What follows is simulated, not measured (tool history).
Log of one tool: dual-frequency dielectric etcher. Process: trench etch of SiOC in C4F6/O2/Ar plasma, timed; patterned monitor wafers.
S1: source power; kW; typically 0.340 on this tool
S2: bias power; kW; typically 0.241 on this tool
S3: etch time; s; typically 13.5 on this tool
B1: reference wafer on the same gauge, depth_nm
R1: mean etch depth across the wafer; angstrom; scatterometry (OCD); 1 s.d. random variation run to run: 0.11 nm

{"run": 1, "hour": 0.0, "S1": 0.34, "S2": 0.241, "S3": 15.5, "B1": 31.77, "R1": 376.7}
{"run": 2, "hour": 12.6, "S1": 0.34, "S2": 0.241, "S3": 13.5, "B1": 31.79, "R1": 325.9}
{"run": 3, "hour": 27.6, "S1": 0.37, "S2": 0.26, "S3": 13.5, "B1": 31.78, "R1": 348.6}
{"hour": 60.0, "done": "wet clean of the chamber"}
{"hour": 64.3, "done": "bias power generator calibrated"}
{"run": 4, "hour": 64.8, "S1": 0.32, "S2": 0.241, "S3": 16.5, "B1": 31.79, "R1": 377.6}
{"run": 5, "hour": 65.1, "S1": 0.32, "S2": 0.241, "S3": 16.5, "B1": 31.83, "R1": 375.4}
{"run": 6, "hour": 71.1, "S1": 0.32, "S2": 0.241, "S3": 16.5, "B1": 31.83, "R1": 376.7}
{"hour": 89.0, "done": "source power generator calibrated"}
{"hour": 95.6, "done": "upper electrode replaced"}
{"run": 7, "hour": 96.1, "S1": 0.34, "S2": 0.241, "S3": 13.5, "B1": 31.81, "R1": 319.6}
{"run": 8, "hour": 96.5, "S1": 0.34, "S2": 0.241, "S3": 13.5, "B1": 31.78, "R1": 314.6}
{"hour": 102.8, "done": "gauge calibrated"}
{"run": 9, "hour": 104.8, "S1": 0.34, "S2": 0.241, "S3": 10.0, "B1": 31.79, "R1": 234.1}
{"run": 10, "hour": 117.0, "S1": 0.31, "S2": 0.268, "S3": 13.5, "B1": 31.79, "R1": 320.9}
{"run": 11, "hour": 130.4, "S1": 0.34, "S2": 0.241, "S3": 17.0, "B1": 31.79, "R1": 401.4}
{"run": 12, "hour": 139.9, "S1": 0.34, "S2": 0.241, "S3": 12.0, "B1": 31.8, "R1": 283.7}
{"run": 13, "hour": 146.0, "S1": 0.34, "S2": 0.241, "S3": 13.5, "B1": 31.8, "R1": 318.7}
{"run": 14, "hour": 156.5, "S1": 0.29, "S2": 0.241, "S3": 11.0, "B1": 31.79, "R1": 245.8}
{"run": 15, "hour": 162.5, "S1": 0.34, "S2": 0.241, "S3": 13.5, "B1": 31.79, "R1": 319.2}
{"run": 16, "hour": 171.6, "S1": 0.34, "S2": 0.241, "S3": 13.5, "B1": 31.84, "R1": 317.8}

How would selected steps in R1 from run to run divide? Give the signed amount a tool lacking its hidden state would still show from settings, what came in and random variation, and the signed amount left for the hidden state, including any gauge scatter that is not in both of the compared results.
The hidden state here: etch rate over this chamber's usual, %; source power that arrives over what is set, %; bias power that arrives over what is set, %; gauge reads high (%).
Run 3 -> 4: S1 0.370 -> 0.320, S2 0.260 -> 0.241, S3 13.5 -> 16.5, wet clean of the chamber, bias power generator calibrated. R1 +29.0 angstrom: hidden state -12.6, all else +41.6.
Run 11 -> 12: S3 17.0 -> 12.0. R1 -117.7 angstrom: hidden state -1.4, all else -116.3.

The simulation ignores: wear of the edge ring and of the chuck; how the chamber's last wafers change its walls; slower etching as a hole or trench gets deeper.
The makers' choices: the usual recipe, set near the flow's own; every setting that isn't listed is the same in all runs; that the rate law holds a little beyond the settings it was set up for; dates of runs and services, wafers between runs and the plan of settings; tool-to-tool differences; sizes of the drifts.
